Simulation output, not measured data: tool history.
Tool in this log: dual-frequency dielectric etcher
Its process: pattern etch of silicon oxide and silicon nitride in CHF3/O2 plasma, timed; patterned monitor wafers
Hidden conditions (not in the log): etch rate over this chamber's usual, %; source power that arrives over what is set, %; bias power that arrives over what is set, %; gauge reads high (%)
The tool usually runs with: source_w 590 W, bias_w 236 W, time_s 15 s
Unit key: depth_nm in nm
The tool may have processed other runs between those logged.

run,hour,source_w,bias_w,time_s,wafers since the last listed run,hours since the last wet clean,hours since the last source power generator calibration,hours since the last bias power generator calibration,hours since the last upper electrode change,hours since the gauge calibration,"read-back reference wafer on the same gauge, depth_nm",depth_nm
1,0,590,218,17,0,406.2,2322.5,2730.7,4278.6,574.6,26.53,26.03
# hour 10.3: bias power generator calibrated
2,26.8,590,218,17,278,433,2349.3,16.5,4305.4,601.4,26.5,26.02
# hour 55.5: wet clean of the chamber
3,56.5,590,218,17,69,1,2379,46.2,4335.1,631.1,26.49,26
# hour 96.7: upper electrode replaced
4,97.2,590,236,16,204,41.7,2419.7,86.9,0.5,671.8,26.47,24.85
5,97.6,590,236,16,4,42.1,2420.1,87.3,0.9,672.2,26.54,25.01
6,109.6,590,236,16,146,54.1,2432.1,99.3,12.9,684.2,26.48,25.07
7,125.4,590,236,15,193,69.9,2447.9,115.1,28.7,700,26.5,23.29
8,143.9,720,217,15,226,88.4,2466.4,133.6,47.2,718.5,26.48,25.74
# hour 153: source power generator calibrated
9,157.8,590,264,16,121,102.3,4.8,147.5,61.1,732.4,26.51,25.61
10,174.3,590,236,15,201,118.8,21.3,164,77.6,748.9,26.49,23.49
11,206.8,590,236,15,397,151.3,53.8,196.5,110.1,781.4,26.51,23.4
12,234.5,590,207,16,338,179,81.5,224.2,137.8,809.1,26.47,23.99
13,267.9,710,236,15,408,212.4,114.9,257.6,171.2,842.5,26.5,25.97
14,291.1,720,236,13.5,283,235.6,138.1,280.8,194.4,865.7,26.46,23.64
15,310.1,590,257,15,232,254.6,157.1,299.8,213.4,884.7,26.45,23.79
16,329.1,500,236,17,232,273.6,176.1,318.8,232.4,903.7,26.52,24.14
17,350.4,690,262,19.5,260,294.9,197.4,340.1,253.7,925,26.52,34.27
18,366.8,700,195,18,200,311.3,213.8,356.5,270.1,941.4,26.5,29.75
19,387.3,630,201,15,250,331.8,234.3,377,290.6,961.9,26.42,23.44
# hour 397: gauge calibrated
20,412.4,660,279,17.5,307,356.9,259.4,402.1,315.7,15.4,26.56,30.2
21,430.4,650,187,13,220,374.9,277.4,420.1,333.7,33.4,26.44,20.47
22,448.6,730,210,13.5,222,393.1,295.6,438.3,351.9,51.6,26.46,23.2
23,471.2,590,236,15,276,415.7,318.2,460.9,374.5,74.2,26.5,23.26
# hour 529: wet clean of the chamber
24,554.7,590,236,15,728,25.7,401.7,544.4,458,157.7,26.51,23.39
25,572.4,540,236,15,216,43.4,419.4,562.1,475.7,175.4,26.46,22.31
26,585.2,640,275,15,156,56.2,432.2,574.9,488.5,188.2,26.48,25.43
27,599.6,590,236,11.5,176,70.6,446.6,589.3,502.9,202.6,26.53,18.04
28,617.1,590,186,15,214,88.1,464.1,606.8,520.4,220.1,26.49,22.26
29,655.1,590,236,16.5,464,126.1,502.1,644.8,558.4,258.1,26.52,25.94

List, for all runs, the conditions of the tool that the log does not record:
etch rate over this chamber's usual, %: 0 in every run
source power that arrives over what is set, %: 0 in every run
bias power that arrives over what is set, %: 0 in every run
gauge reads high (%): 0 in every run
